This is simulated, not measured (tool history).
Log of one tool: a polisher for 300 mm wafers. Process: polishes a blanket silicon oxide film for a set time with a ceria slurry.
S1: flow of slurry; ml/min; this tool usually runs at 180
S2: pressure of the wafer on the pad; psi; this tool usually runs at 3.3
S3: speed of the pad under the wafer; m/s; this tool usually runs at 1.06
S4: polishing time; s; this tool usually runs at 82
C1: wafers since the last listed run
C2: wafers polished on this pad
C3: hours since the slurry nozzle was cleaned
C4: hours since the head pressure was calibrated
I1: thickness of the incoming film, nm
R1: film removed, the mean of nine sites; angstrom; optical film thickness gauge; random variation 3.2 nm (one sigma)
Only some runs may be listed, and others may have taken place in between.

Run 1, day 0.000: usual settings but S1 205 ml/min, S3 0.94 m/s; C1 0; C2 99; C3 365.5; C4 294.9; I1 1846.1. Result: R1 3297 angstrom.
Run 2, day 2.042: usual settings; C1 526; C2 626; C3 414.5; C4 343.9; I1 1854.1. Result: R1 3628 angstrom.
Run 3, day 3.896: usual settings; C1 477; C2 1104; C3 459.0; C4 388.4; I1 1879.7. Result: R1 3500 angstrom.
Run 4, day 4.912: usual settings; C1 262; C2 1366; C3 483.4; C4 412.8; I1 1850.5. Result: R1 3548 angstrom.
At day 5.208: worn pad replaced by a new one.
Run 5, day 7.217: usual settings; C1 550; C2 517; C3 538.7; C4 468.1; I1 1871.7. Result: R1 3678 angstrom.
Run 6, day 9.500: usual settings but S2 2.5 psi; C1 588; C2 1106; C3 593.5; C4 522.9; I1 1891.6. Result: R1 2651 angstrom.
Run 7, day 11.058: usual settings but S2 2.5 psi; C1 401; C2 1507; C3 630.9; C4 560.3; I1 1862.7. Result: R1 2667 angstrom.
At day 12.329: worn pad replaced by a new one, of another model than before.
Run 8, day 12.350: usual settings but S2 2.5 psi; C1 289; C2 5; C3 661.9; C4 591.3; I1 1842.9. Result: R1 3213 angstrom.
Run 9, day 13.642: usual settings; C1 332; C2 338; C3 692.9; C4 622.3; I1 1854.6. Result: R1 3701 angstrom.
At day 13.767: slurry nozzle cleaned.
Run 10, day 14.846: usual settings but S1 120 ml/min, S3 1.20 m/s, S4 92 s; C1 299; C2 638; C3 25.9; C4 651.2; I1 1879.4. Result: R1 4233 angstrom.
Run 11, day 16.300: usual settings but S1 205 ml/min, S2 3.9 psi, S3 1.20 m/s, S4 105 s; C1 374; C2 1013; C3 60.8; C4 686.1; I1 1889.2. Result: R1 5651 angstrom.
Run 12, day 17.842: usual settings but S2 4.1 psi, S3 1.42 m/s; C1 397; C2 1410; C3 97.8; C4 723.1; I1 1893.4. Result: R1 4851 angstrom.
At day 18.367: worn pad replaced by a new one.
At day 19.662: head pressure recalibrated.
Run 13, day 19.683: usual settings but S1 150 ml/min, S3 0.86 m/s; C1 410; C2 317; C3 142.0; C4 0.5; I1 1888.0. Result: R1 3100 angstrom.
Run 14, day 21.333: usual settings; C1 425; C2 742; C3 181.6; C4 40.1; I1 1892.2. Result: R1 3595 angstrom.
Run 15, day 23.321: usual settings; C1 512; C2 1254; C3 229.3; C4 87.8; I1 1882.9. Result: R1 3490 angstrom.
At day 24.071: worn pad replaced by a new one.
Run 16, day 26.038: usual settings but S1 215 ml/min, S3 0.96 m/s; C1 657; C2 506; C3 294.5; C4 153.0; I1 1847.6. Result: R1 3417 angstrom.
Run 17, day 27.675: usual settings but S2 2.5 psi, S3 1.42 m/s; C1 422; C2 928; C3 333.8; C4 192.3; I1 1868.3. Result: R1 3806 angstrom.
Run 18, day 30.117: usual settings; C1 629; C2 1557; C3 392.4; C4 250.9; I1 1832.3. Result: R1 3448 angstrom.
At day 30.642: worn pad replaced by a new one.
Run 19, day 31.742: usual settings but S4 100 s; C1 375; C2 283; C3 431.4; C4 289.9; I1 1896.0. Result: R1 4491 angstrom.

Consider 5 possible next runs. They are alternatives, not a sequence: every one starts from the tool as it was left by run 19. What does each give?
Run A, day 31.758: usual settings but S1 150 ml/min; C1 4; C2 287; C3 431.8; C4 290.3; I1 1872.3. Result: R1 ?.
Run B, day 31.758: usual settings but S1 145 ml/min, S2 4.3 psi, S3 0.90 m/s, S4 98 s; C1 4; C2 287; C3 431.8; C4 290.3; I1 1872.3. Result: R1 ?.
Run C, day 31.758: usual settings but S3 0.68 m/s, S4 58 s; C1 4; C2 287; C3 431.8; C4 290.3; I1 1872.3. Result: R1 ?.
Run D, day 31.758: usual settings but S1 240 ml/min; C1 4; C2 287; C3 431.8; C4 290.3; I1 1872.3. Result: R1 ?.
Run E, day 31.758: usual settings but S4 103 s; C1 4; C2 287; C3 431.8; C4 290.3; I1 1872.3. Result: R1 ?.

run    R1
  A  3620
  B  4510
  C  1966
  D  3812
  E  4646
With no hidden state in the tool, these same runs would have given:
run    R1
  A  3667
  B  4570
  C  1992
  D  3862
  E  4707
